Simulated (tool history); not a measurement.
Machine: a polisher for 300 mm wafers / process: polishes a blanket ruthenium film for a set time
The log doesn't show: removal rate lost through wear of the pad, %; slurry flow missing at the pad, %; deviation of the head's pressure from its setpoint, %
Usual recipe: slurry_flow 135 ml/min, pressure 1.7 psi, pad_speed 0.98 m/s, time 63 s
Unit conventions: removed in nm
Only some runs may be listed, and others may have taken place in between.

run,day,slurry_flow,pressure,pad_speed,time,wafers since the last listed run,wafers polished on this pad,hours since the slurry nozzle was cleaned,hours since the head pressure was calibrated,"incoming thickness of the incoming film, nm",removed
1,0.000,135,1.7,0.98,63,0,1498,294.3,129.0,608.0,53.0
2,1.592,135,1.7,0.98,63,401,1900,332.5,167.2,607.1,51.7
3,3.554,135,1.7,0.98,63,495,2395,379.6,214.3,606.2,52.5
# day 5.262: slurry nozzle cleaned
4,5.408,135,1.7,0.98,63,457,2852,3.5,258.8,587.1,52.5
5,7.462,135,1.7,0.98,63,518,3370,52.8,308.1,606.4,52.6
# day 7.858: worn pad replaced by a new one
6,8.975,135,1.7,0.98,77,339,281,89.1,344.4,600.4,64.0
7,11.238,135,1.7,0.98,77,570,852,143.4,398.7,598.2,64.5
8,13.662,135,1.7,0.98,63,611,1463,201.6,456.9,589.8,51.5
9,14.867,135,1.7,0.98,63,303,1767,230.5,485.8,600.3,51.7
10,16.979,135,1.7,0.98,63,532,2300,281.2,536.5,603.1,51.9
11,18.100,135,1.7,0.98,63,282,2583,308.1,563.4,587.3,51.7
# day 18.929: worn pad replaced by a new one
12,20.212,135,1.7,0.98,63,490,323,358.8,614.1,604.5,52.4
13,22.196,135,1.5,0.98,63,500,823,406.4,661.7,609.7,45.3
14,24.267,135,1.5,0.98,63,522,1346,456.1,711.4,598.8,45.5
# day 25.571: slurry nozzle cleaned
15,26.246,135,1.7,0.98,63,488,1834,16.2,758.9,594.1,51.8
16,27.567,95,1.2,0.98,63,333,2167,47.9,790.6,597.5,33.1
17,28.762,135,1.7,0.98,63,301,2469,76.6,819.3,603.1,51.0
# day 30.996: worn pad replaced by a new one
18,37.379,125,1.7,0.70,63,2131,1610,283.4,1026.1,592.6,35.5
19,39.683,135,1.7,0.84,72,581,2191,338.7,1081.4,605.3,49.3
20,41.821,135,1.7,0.98,63,539,2730,390.0,1132.7,608.5,50.5
# day 42.267: worn pad replaced by a new one
# day 42.904: slurry nozzle cleaned
21,44.762,120,2.0,1.26,63,689,618,44.6,1203.3,605.8,75.1
# day 45.167: head pressure recalibrated
22,46.725,135,1.7,0.80,63,473,1092,91.7,37.4,601.2,43.0
23,48.088,175,1.3,0.98,63,343,1436,124.4,70.1,606.9,42.2
24,49.133,100,1.7,0.98,63,263,1699,149.5,95.2,598.8,48.4
25,51.729,135,2.1,0.98,73,654,2354,211.8,157.5,607.9,74.2
# day 56.029: worn pad replaced by a new one
26,57.629,125,1.3,0.98,77,1446,403,353.4,299.1,591.4,47.7
27,60.175,135,1.7,0.98,69,642,1045,414.5,360.2,597.9,57.4
28,62.762,135,1.7,0.98,63,652,1698,476.6,422.3,601.6,51.4

Alternative continuations, all from the tool just after run 28; predict every row:
A,62.779,135,1.7,1.32,63,4,1702,477.0,422.7,608.6,?
B,62.779,165,1.3,0.98,71,4,1702,477.0,422.7,608.6,?
C,62.779,135,2.2,0.98,63,4,1702,477.0,422.7,608.6,?
D,62.779,110,1.5,0.66,53,4,1702,477.0,422.7,608.6,?
E,62.779,135,1.3,1.18,77,4,1702,477.0,422.7,608.6,?

run,removed
A,70.0
B,46.5
C,67.3
D,24.8
E,58.5
Without the tool's unlogged condition, the same runs would have read:
run,removed
A,70.3
B,46.7
C,67.5
D,24.9
E,58.7
